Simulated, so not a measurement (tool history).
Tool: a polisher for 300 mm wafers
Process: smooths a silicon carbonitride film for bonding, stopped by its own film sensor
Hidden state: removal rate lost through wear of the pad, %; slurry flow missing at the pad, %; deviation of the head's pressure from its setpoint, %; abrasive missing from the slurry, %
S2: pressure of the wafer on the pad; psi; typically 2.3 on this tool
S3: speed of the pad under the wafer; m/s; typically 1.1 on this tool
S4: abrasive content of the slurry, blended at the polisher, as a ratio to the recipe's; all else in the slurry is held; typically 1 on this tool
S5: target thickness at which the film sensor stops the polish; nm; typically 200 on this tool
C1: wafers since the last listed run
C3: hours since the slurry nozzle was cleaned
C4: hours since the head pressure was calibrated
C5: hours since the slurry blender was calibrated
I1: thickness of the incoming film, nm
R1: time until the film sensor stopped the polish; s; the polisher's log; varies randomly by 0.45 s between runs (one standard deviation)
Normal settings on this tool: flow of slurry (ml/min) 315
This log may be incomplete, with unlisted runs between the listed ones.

{"run": 1, "hour": 0.0, "flow of slurry (ml/min)": 315, "S2": 2.3, "S3": 1.1, "S4": 1, "S5": 200, "C1": 0, "wafers polished on this pad": 16, "C3": 32, "C4": 800.6, "C5": 178.4, "I1": 219.1, "R1": 50.8}
{"run": 2, "hour": 8.6, "flow of slurry (ml/min)": 315, "S2": 2.3, "S3": 1.1, "S4": 1, "S5": 200, "C1": 76, "wafers polished on this pad": 92, "C3": 40.6, "C4": 809.2, "C5": 187, "I1": 221.2, "R1": 57.2}
{"run": 3, "hour": 21.7, "flow of slurry (ml/min)": 315, "S2": 2.3, "S3": 1.1, "S4": 1, "S5": 200, "C1": 115, "wafers polished on this pad": 208, "C3": 53.7, "C4": 822.3, "C5": 200.1, "I1": 217.3, "R1": 46.7}
{"run": 4, "hour": 30.3, "flow of slurry (ml/min)": 315, "S2": 2.3, "S3": 1.1, "S4": 1, "S5": 197, "C1": 76, "wafers polished on this pad": 284, "C3": 62.3, "C4": 830.9, "C5": 208.7, "I1": 220.6, "R1": 64.5}
{"run": 5, "hour": 38.4, "flow of slurry (ml/min)": 315, "S2": 2.3, "S3": 1.1, "S4": 1, "S5": 197, "C1": 71, "wafers polished on this pad": 356, "C3": 70.4, "C4": 839, "C5": 216.8, "I1": 222.1, "R1": 68.8}
{"run": 6, "hour": 56.4, "flow of slurry (ml/min)": 315, "S2": 2.3, "S3": 1.1, "S4": 1, "S5": 197, "C1": 159, "wafers polished on this pad": 515, "C3": 88.4, "C4": 857, "C5": 234.8, "I1": 219.8, "R1": 63.2}
{"hour": 79.8, "done": "head pressure recalibrated"}
{"hour": 87.5, "done": "worn pad replaced by a new one"}
{"run": 7, "hour": 101.1, "flow of slurry (ml/min)": 315, "S2": 2.3, "S3": 1.1, "S4": 1, "S5": 200, "C1": 342, "wafers polished on this pad": 120, "C3": 133.1, "C4": 21.3, "C5": 279.5, "I1": 220.7, "R1": 57.5}
{"hour": 108.1, "done": "slurry blender recalibrated"}
{"run": 8, "hour": 115.5, "flow of slurry (ml/min)": 315, "S2": 2.3, "S3": 1.1, "S4": 1, "S5": 200, "C1": 109, "wafers polished on this pad": 230, "C3": 147.5, "C4": 35.7, "C5": 7.4, "I1": 221.4, "R1": 59.1}
{"run": 9, "hour": 129.7, "flow of slurry (ml/min)": 270, "S2": 2.3, "S3": 1.1, "S4": 0.75, "S5": 200, "C1": 125, "wafers polished on this pad": 355, "C3": 161.7, "C4": 49.9, "C5": 21.6, "I1": 218.1, "R1": 57.4}
{"run": 10, "hour": 147.5, "flow of slurry (ml/min)": 315, "S2": 1.9, "S3": 1.1, "S4": 1, "S5": 200, "C1": 157, "wafers polished on this pad": 513, "C3": 179.5, "C4": 67.7, "C5": 39.4, "I1": 220.1, "R1": 67.8}
{"run": 11, "hour": 161.2, "flow of slurry (ml/min)": 315, "S2": 2.3, "S3": 1.1, "S4": 1, "S5": 200, "C1": 121, "wafers polished on this pad": 634, "C3": 193.2, "C4": 81.4, "C5": 53.1, "I1": 221.8, "R1": 61.8}
{"hour": 174.4, "done": "worn pad replaced by a new one"}
{"run": 12, "hour": 175.8, "flow of slurry (ml/min)": 315, "S2": 2.3, "S3": 1.1, "S4": 1, "S5": 200, "C1": 93, "wafers polished on this pad": 12, "C3": 207.8, "C4": 96, "C5": 67.7, "I1": 217.2, "R1": 48.3}
{"hour": 186.4, "done": "slurry nozzle cleaned"}
{"run": 13, "hour": 190.1, "flow of slurry (ml/min)": 360, "S2": 2.7, "S3": 1.1, "S4": 0.8, "S5": 200, "C1": 117, "wafers polished on this pad": 130, "C3": 3.7, "C4": 110.3, "C5": 82, "I1": 218.8, "R1": 46.8}
{"run": 14, "hour": 204.4, "flow of slurry (ml/min)": 420, "S2": 2.3, "S3": 0.86, "S4": 1, "S5": 203, "C1": 126, "wafers polished on this pad": 256, "C3": 18, "C4": 124.6, "C5": 96.3, "I1": 218.8, "R1": 50.4}
{"run": 15, "hour": 221.3, "flow of slurry (ml/min)": 315, "S2": 3.1, "S3": 0.86, "S4": 1.25, "S5": 200, "C1": 149, "wafers polished on this pad": 406, "C3": 34.9, "C4": 141.5, "C5": 113.2, "I1": 224.3, "R1": 55.2}
{"run": 16, "hour": 236.5, "flow of slurry (ml/min)": 400, "S2": 2.3, "S3": 1.1, "S4": 0.9, "S5": 200, "C1": 134, "wafers polished on this pad": 540, "C3": 50.1, "C4": 156.7, "C5": 128.4, "I1": 222.7, "R1": 62.5}
{"run": 17, "hour": 250.4, "flow of slurry (ml/min)": 270, "S2": 2.3, "S3": 1.1, "S4": 0.75, "S5": 200, "C1": 122, "wafers polished on this pad": 663, "C3": 64, "C4": 170.6, "C5": 142.3, "I1": 223.2, "R1": 70.2}

Predict each of these 5 candidate next runs independently; none follows another, all start after run 17:
{"run": "A", "hour": 250.8, "flow of slurry (ml/min)": 315, "S2": 2.3, "S3": 1.1, "S4": 1, "S5": 202, "C1": 3, "wafers polished on this pad": 666, "C3": 64.4, "C4": 171, "C5": 142.7, "I1": 217.2, "R1": "?"}
{"run": "B", "hour": 250.8, "flow of slurry (ml/min)": 415, "S2": 3, "S3": 1.1, "S4": 1, "S5": 200, "C1": 3, "wafers polished on this pad": 666, "C3": 64.4, "C4": 171, "C5": 142.7, "I1": 217.2, "R1": "?"}
{"run": "C", "hour": 250.8, "flow of slurry (ml/min)": 315, "S2": 2.3, "S3": 1.1, "S4": 1, "S5": 206, "C1": 3, "wafers polished on this pad": 666, "C3": 64.4, "C4": 171, "C5": 142.7, "I1": 217.2, "R1": "?"}
{"run": "D", "hour": 250.8, "flow of slurry (ml/min)": 315, "S2": 1.6, "S3": 1.1, "S4": 1, "S5": 200, "C1": 3, "wafers polished on this pad": 666, "C3": 64.4, "C4": 171, "C5": 142.7, "I1": 217.2, "R1": "?"}
{"run": "E", "hour": 250.8, "flow of slurry (ml/min)": 315, "S2": 2, "S3": 1.1, "S4": 1, "S5": 197, "C1": 3, "wafers polished on this pad": 666, "C3": 64.4, "C4": 171, "C5": 142.7, "I1": 217.2, "R1": "?"}

run=A R1=41.6
run=B R1=35.2
run=C R1=30.7
run=D R1=67.7
run=E R1=63.6
Take away the tool's hidden state, keep each run's random variation, and the runs would have read:
run=A R1=41.1
run=B R1=34.9
run=C R1=30.3
run=D R1=66.8
run=E R1=62.8

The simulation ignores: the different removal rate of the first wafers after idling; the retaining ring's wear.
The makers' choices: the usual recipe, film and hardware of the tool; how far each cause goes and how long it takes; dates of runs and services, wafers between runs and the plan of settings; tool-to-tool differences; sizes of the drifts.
